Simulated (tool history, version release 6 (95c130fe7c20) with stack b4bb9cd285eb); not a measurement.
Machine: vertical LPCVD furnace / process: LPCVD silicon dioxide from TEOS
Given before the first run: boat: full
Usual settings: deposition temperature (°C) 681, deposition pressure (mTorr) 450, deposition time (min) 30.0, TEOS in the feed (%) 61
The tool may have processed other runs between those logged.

run	hour	deposition temperature (°C)	deposition pressure (mTorr)	deposition time (min)	TEOS in the feed (%)	read-back reference wafer on the same gauge, thickness	film thickness on the monitor wafer in the middle of the boat (Å)
1	0.0	684	450	30.0	61	142.94	1878.0
2	6.7	684	450	30.0	61	142.98	1873.3
3	13.5	684	450	30.0	61	143.10	1874.3
4	31.5	681	450	21.5	69	143.02	1335.0
5	47.4	681	450	30.0	61	142.99	1750.8
6	57.7	681	450	30.0	61	143.02	1746.6
7	74.6	681	450	30.0	61	143.16	1751.1
8	91.9	681	450	30.0	61	143.05	1753.3
9	105.2	681	450	30.0	61	142.96	1747.7
# hour 129.6: pressure gauge zeroed
10	130.1	681	450	30.0	61	142.96	1752.1
11	133.8	681	450	30.0	61	143.03	1751.9
12	139.0	681	450	30.0	61	143.02	1754.6
# hour 143.1: gauge calibrated
13	153.9	692	450	30.0	52	142.92	2108.3
14	165.1	681	450	30.0	61	143.03	1753.6
15	178.4	681	450	30.0	61	143.07	1754.0
16	195.8	678	450	37.5	61	142.92	2041.0
17	206.3	671	450	30.0	61	142.92	1377.1
# hour 231.5: TEOS flow controller replaced
# hour 234.6: thermocouples replaced and temperature profile calibrated
18	235.1	676	410	22.5	71	143.08	1090.8
19	238.8	681	450	30.0	61	142.92	1596.3
20	276.5	670	450	41.5	49	143.09	1516.3
21	282.7	681	450	30.0	61	142.98	1598.3

Run 22 has not been measured yet. What should we expect?
22	298.6	681	530	30.0	61	?	?

{"run 22": {"read-back reference wafer on the same gauge, thickness": 142.95, "film thickness on the monitor wafer in the middle of the boat (Å)": 1737.5}}
The same run, on a tool lacking any hidden state, would have yielded film thickness on the monitor wafer in the middle of the boat (Å) 1718.7.
